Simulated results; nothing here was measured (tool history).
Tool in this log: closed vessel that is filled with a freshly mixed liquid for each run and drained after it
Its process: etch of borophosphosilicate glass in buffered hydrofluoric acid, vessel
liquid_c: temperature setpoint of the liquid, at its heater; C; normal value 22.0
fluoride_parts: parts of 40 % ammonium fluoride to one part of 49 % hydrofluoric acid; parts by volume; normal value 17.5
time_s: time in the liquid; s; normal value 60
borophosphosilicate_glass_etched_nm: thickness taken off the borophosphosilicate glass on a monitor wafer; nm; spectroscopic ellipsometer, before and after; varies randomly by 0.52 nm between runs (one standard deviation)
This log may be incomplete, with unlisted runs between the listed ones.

run,day,liquid_c,fluoride_parts,time_s,"read-back film thickness of the borophosphosilicate glass reference wafer, read on the same gauge (nm)",borophosphosilicate_glass_etched_nm
1,0.000,22.0,19.0,60,50.00,92.08
2,1.417,22.0,19.0,60,49.99,92.51
3,2.242,22.0,19.0,60,50.00,92.44
4,2.862,22.0,17.5,60,50.01,101.67
5,4.154,22.0,17.5,60,50.03,100.53
6,5.233,22.0,17.5,60,50.01,101.03
7,6.017,19.0,22.5,45,49.98,51.22
8,7.429,23.5,17.5,60,50.01,109.83
9,8.433,26.5,19.5,35,50.01,68.25
10,12.912,22.0,17.5,60,50.01,103.18
11,14.762,22.0,17.5,50,49.99,85.54
12,15.600,22.0,21.5,35,49.99,49.62
13,16.608,22.0,14.5,60,50.01,123.31
14,17.954,25.5,17.5,35,50.04,72.78
# day 18.104: hydrofluoric acid flow meter replaced
15,19.408,22.0,12.0,30,50.04,71.21
16,20.158,20.5,14.5,60,50.03,110.13
# day 20.938: gauge calibrated
17,21.388,22.0,17.5,60,50.01,100.01
18,22.146,26.5,22.5,45,50.00,77.32
19,23.475,22.0,17.5,60,49.99,99.57
20,24.246,22.0,17.5,60,50.03,99.35
21,25.054,22.0,23.0,60,49.98,79.05
22,26.538,22.0,17.5,60,49.99,100.21
23,27.700,22.0,17.5,70,50.00,115.52
24,29.188,22.0,17.5,60,50.01,101.23
25,30.454,18.0,17.5,60,50.05,80.11
26,31.167,22.0,20.0,60,50.01,89.07
27,31.950,22.0,17.5,60,50.00,101.81
28,33.196,22.0,21.0,50,50.01,71.49
29,34.679,17.0,20.5,85,49.98,93.41
30,35.767,22.0,17.5,60,49.96,102.02

Each row is a separate what-if for the run after 30, all from the same tool condition, not one after another. Results?
A,35.796,17.0,17.5,60,?,?
B,35.796,23.5,13.0,80,?,?
C,35.796,20.0,24.0,60,?,?
D,35.796,17.5,13.0,95,?,?
E,35.796,22.0,12.0,60,?,?

run,"read-back film thickness of the borophosphosilicate glass reference wafer, read on the same gauge (nm)",borophosphosilicate_glass_etched_nm
A,50.05,76.79
B,50.05,196.57
C,50.05,69.56
D,50.05,167.79
E,50.05,147.04
Without the tool's hidden state the same runs would have given:
run,borophosphosilicate_glass_etched_nm
A,72.92
B,186.89
C,66.59
D,159.37
E,139.77
